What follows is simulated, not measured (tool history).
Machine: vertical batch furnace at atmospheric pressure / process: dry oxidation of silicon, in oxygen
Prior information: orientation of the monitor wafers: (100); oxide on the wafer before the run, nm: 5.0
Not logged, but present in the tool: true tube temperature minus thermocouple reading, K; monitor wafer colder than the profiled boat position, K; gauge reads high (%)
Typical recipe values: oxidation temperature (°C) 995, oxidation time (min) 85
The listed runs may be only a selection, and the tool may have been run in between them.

| run | hour | oxidation temperature (°C) | oxidation time (min) | wafers since the last listed run | hours since the last temperature calibration | hours since the boat lift was adjusted | hours since the gauge calibration | read-back reference wafer on the same gauge, thickness | oxide thickness on the monitor wafer (Å) |
|---|---|---|---|---|---|---|---|---|---|
| 1 | 0 | 1000 | 85 | 0 | 4582.2 | 1764.1 | 148.3 | 70.74 | 601.1 |
| 2 | 9.1 | 995 | 85 | 121 | 4591.3 | 1773.2 | 157.4 | 70.73 | 573.8 |
| 3 | 20.8 | 995 | 85 | 156 | 4603 | 1784.9 | 169.1 | 70.68 | 572.7 |
| 4 | 35.9 | 995 | 85 | 202 | 4618.1 | 1800 | 184.2 | 70.7 | 572.5 |
| 5 | 49.9 | 980 | 65 | 187 | 4632.1 | 1814 | 198.2 | 70.72 | 423.3 |
| 6 | 66.5 | 980 | 65 | 222 | 4648.7 | 1830.6 | 214.8 | 70.72 | 424.1 |
| 7 | 76.1 | 980 | 65 | 128 | 4658.3 | 1840.2 | 224.4 | 70.66 | 423.1 |
| 8 | 89.3 | 995 | 85 | 176 | 4671.5 | 1853.4 | 237.6 | 70.72 | 572.6 |
| 9 | 98.4 | 995 | 57 | 121 | 4680.6 | 1862.5 | 246.7 | 70.71 | 442.1 |
| 10 | 118.7 | 995 | 75 | 271 | 4700.9 | 1882.8 | 267 | 70.77 | 527.5 |
| 11 | 132.7 | 995 | 75 | 187 | 4714.9 | 1896.8 | 281 | 70.73 | 526.1 |
| 12 | 146 | 1020 | 113.5 | 178 | 4728.2 | 1910.1 | 294.3 | 70.72 | 877.4 |
|  | 173.5 | thermocouples replaced and temperature profile calibrated |
| 13 | 174 | 995 | 85 | 53 | 0.5 | 1938.1 | 322.3 | 70.69 | 572.6 |
| 14 | 180.1 | 982 | 66 | 81 | 6.6 | 1944.2 | 328.4 | 70.71 | 432 |
| 15 | 190.2 | 995 | 109 | 135 | 16.7 | 1954.3 | 338.5 | 70.67 | 676.2 |
|  | 193.3 | gauge calibrated |
| 16 | 211 | 995 | 125 | 278 | 37.5 | 1975.1 | 17.7 | 70.66 | 742.8 |
| 17 | 226.2 | 977 | 119 | 203 | 52.7 | 1990.3 | 32.9 | 70.74 | 619.9 |
|  | 262 | boat lift adjusted |
| 18 | 262.5 | 980 | 65 | 164 | 89 | 0.5 | 69.2 | 70.76 | 435 |
| 19 | 273.3 | 995 | 74.5 | 144 | 99.8 | 11.3 | 80 | 70.73 | 543.2 |
| 20 | 298.6 | 975 | 95.5 | 338 | 125.1 | 36.6 | 105.3 | 70.69 | 539.2 |
| 21 | 321.3 | 1020 | 113.5 | 303 | 147.8 | 59.3 | 128 | 70.68 | 911.3 |
| 22 | 341.6 | 980 | 124.5 | 271 | 168.1 | 79.6 | 148.3 | 70.72 | 672.2 |
| 23 | 356.4 | 1003 | 85 | 198 | 182.9 | 94.4 | 163.1 | 70.64 | 640.2 |

Forecast each of these 3 alternatives for the next run:
| A | 362.5 | 995 | 85 | 81 | 189 | 100.5 | 169.2 | ? | ? |
| B | 362.5 | 1005 | 63.5 | 81 | 189 | 100.5 | 169.2 | ? | ? |
| C | 362.5 | 980 | 44 | 81 | 189 | 100.5 | 169.2 | ? | ? |

| run | read-back reference wafer on the same gauge, thickness | oxide thickness on the monitor wafer (Å) |
|---|---|---|
| A | 70.73 | 592.2 |
| B | 70.73 | 539.6 |
| C | 70.73 | 341.4 |
Without the tool's unlogged condition, the same runs would have read:
| run | oxide thickness on the monitor wafer (Å) |
|---|---|
| A | 593.6 |
| B | 540.8 |
| C | 342 |

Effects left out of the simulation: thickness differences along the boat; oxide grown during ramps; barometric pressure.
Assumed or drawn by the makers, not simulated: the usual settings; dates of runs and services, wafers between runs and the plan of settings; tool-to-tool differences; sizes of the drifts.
